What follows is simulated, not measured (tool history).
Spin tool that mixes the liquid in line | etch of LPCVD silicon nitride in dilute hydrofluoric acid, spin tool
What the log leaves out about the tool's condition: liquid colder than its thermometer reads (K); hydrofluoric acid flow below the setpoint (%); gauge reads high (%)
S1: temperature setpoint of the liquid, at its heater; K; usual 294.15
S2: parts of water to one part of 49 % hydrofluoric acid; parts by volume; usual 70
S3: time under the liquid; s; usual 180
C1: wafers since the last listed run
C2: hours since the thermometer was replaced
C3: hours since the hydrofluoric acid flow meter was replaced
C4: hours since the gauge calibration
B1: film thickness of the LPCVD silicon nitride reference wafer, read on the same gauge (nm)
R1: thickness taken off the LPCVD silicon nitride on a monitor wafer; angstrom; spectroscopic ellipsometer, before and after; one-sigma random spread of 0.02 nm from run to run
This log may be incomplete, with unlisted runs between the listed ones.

run,hour,S1,S2,S3,C1,C2,C3,C4,B1,R1
1,0.0,294.15,70,180,0,1772.0,1048.8,403.3,60.038,9.53
2,6.7,294.15,70,180,50,1778.7,1055.5,410.0,59.965,10.08
3,13.1,294.15,70,225,48,1785.1,1061.9,416.4,59.926,12.16
4,34.2,294.15,70,225,159,1806.2,1083.0,437.5,60.022,12.41
5,46.9,294.15,70,225,96,1818.9,1095.7,450.2,60.031,11.87
6,61.1,291.15,70,155,107,1833.1,1109.9,464.4,60.003,6.70
7,73.7,291.15,70,155,95,1845.7,1122.5,477.0,60.014,6.69
# hour 81.6: thermometer replaced
8,84.7,294.15,50,180,75,3.1,1133.5,488.0,60.074,12.86
9,100.0,294.15,50,180,115,18.4,1148.8,503.3,59.997,13.17
10,113.7,294.15,50,180,103,32.1,1162.5,517.0,59.991,13.45
11,127.7,296.15,70,180,105,46.1,1176.5,531.0,59.983,11.03
12,145.4,294.15,70,275,133,63.8,1194.2,548.7,60.031,14.40
13,154.6,294.15,70,180,69,73.0,1203.4,557.9,60.003,9.77
14,161.7,294.15,70,180,53,80.1,1210.5,565.0,59.997,9.69
15,179.3,294.15,60,210,133,97.7,1228.1,582.6,59.934,13.14
16,192.6,291.15,70,155,100,111.0,1241.4,595.9,59.992,6.91
# hour 195.6: hydrofluoric acid flow meter replaced
# hour 207.8: gauge calibrated
17,213.5,290.15,80,90,150,131.9,17.9,5.7,60.026,3.24
18,230.0,290.15,35,150,124,148.4,34.4,22.2,59.957,11.91
19,237.0,295.65,70,180,52,155.4,41.4,29.2,59.993,10.82
20,245.0,291.65,80,215,60,163.4,49.4,37.2,60.015,8.81
21,256.1,294.15,70,180,83,174.5,60.5,48.3,60.006,10.07
22,271.1,291.65,60,120,113,189.5,75.5,63.3,59.977,6.37
23,278.6,294.15,105,260,56,197.0,83.0,70.8,60.013,9.34
24,296.5,294.15,80,180,135,214.9,100.9,88.7,59.991,8.55
25,306.9,294.15,70,180,78,225.3,111.3,99.1,60.024,9.99
26,319.2,291.15,40,90,93,237.6,123.6,111.4,60.037,7.07
27,336.9,294.15,70,285,133,255.3,141.3,129.1,60.048,15.64
28,348.3,297.65,70,180,86,266.7,152.7,140.5,59.989,12.41
29,360.9,294.15,70,180,95,279.3,165.3,153.1,60.037,9.58
30,386.2,292.15,70,180,191,304.6,190.6,178.4,59.960,8.82
31,399.5,294.15,70,180,100,317.9,203.9,191.7,59.992,9.58
32,415.0,298.65,70,180,117,333.4,219.4,207.2,59.995,13.40
33,425.4,292.15,70,180,78,343.8,229.8,217.6,60.029,8.35

The tool's hidden state at each run:
liquid colder than its thermometer reads (K): 0 on each run
hydrofluoric acid flow below the setpoint (%): 0 on each run
gauge reads high (%): 0 on each run

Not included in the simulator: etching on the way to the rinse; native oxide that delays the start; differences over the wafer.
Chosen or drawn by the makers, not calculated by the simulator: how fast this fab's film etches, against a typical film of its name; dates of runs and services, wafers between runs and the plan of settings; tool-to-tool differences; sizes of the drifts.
